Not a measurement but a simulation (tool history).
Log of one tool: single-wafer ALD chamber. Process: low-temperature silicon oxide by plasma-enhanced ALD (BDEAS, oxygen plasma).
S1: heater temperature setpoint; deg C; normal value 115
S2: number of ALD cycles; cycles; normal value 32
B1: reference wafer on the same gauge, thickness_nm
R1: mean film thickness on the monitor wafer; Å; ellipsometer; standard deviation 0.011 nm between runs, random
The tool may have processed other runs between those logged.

{"run": 1, "hour": 0.0, "S1": 111, "S2": 32, "B1": 4.54, "R1": 43.23}
{"run": 2, "hour": 9.4, "S1": 115, "S2": 32, "B1": 4.54, "R1": 43.05}
{"run": 3, "hour": 22.3, "S1": 115, "S2": 32, "B1": 4.542, "R1": 43.28}
{"run": 4, "hour": 39.6, "S1": 115, "S2": 32, "B1": 4.541, "R1": 43.11}
{"run": 5, "hour": 47.3, "S1": 115, "S2": 32, "B1": 4.54, "R1": 43.16}
{"hour": 55.8, "done": "gauge calibrated"}
{"run": 6, "hour": 59.0, "S1": 115, "S2": 32, "B1": 4.537, "R1": 42.94}
{"run": 7, "hour": 71.6, "S1": 115, "S2": 32, "B1": 4.541, "R1": 43.05}
{"run": 8, "hour": 86.1, "S1": 115, "S2": 28, "B1": 4.538, "R1": 37.52}
{"run": 9, "hour": 103.8, "S1": 111, "S2": 27, "B1": 4.54, "R1": 36.5}
{"run": 10, "hour": 115.1, "S1": 105, "S2": 37, "B1": 4.54, "R1": 50.88}
{"hour": 128.0, "done": "thermocouple changed; heater temperature recalibrated"}
{"run": 11, "hour": 128.5, "S1": 115, "S2": 32, "B1": 4.538, "R1": 43}
{"run": 12, "hour": 138.5, "S1": 125, "S2": 38, "B1": 4.541, "R1": 49.89}
{"run": 13, "hour": 155.3, "S1": 120, "S2": 26, "B1": 4.54, "R1": 34.61}
{"hour": 156.0, "done": "gauge calibrated"}
{"run": 14, "hour": 163.4, "S1": 115, "S2": 32, "B1": 4.539, "R1": 43.29}

Run 15, settings as shown, results not yet in. Your forecast:
{"run": 15, "hour": 175.2, "S1": 104, "S2": 35, "B1": "?", "R1": "?"}

B1: 4.543
R1: 48.16 Å
With the hidden condition absent and the run-to-run variation left alone, this run would have shown R1 48.16 Å.

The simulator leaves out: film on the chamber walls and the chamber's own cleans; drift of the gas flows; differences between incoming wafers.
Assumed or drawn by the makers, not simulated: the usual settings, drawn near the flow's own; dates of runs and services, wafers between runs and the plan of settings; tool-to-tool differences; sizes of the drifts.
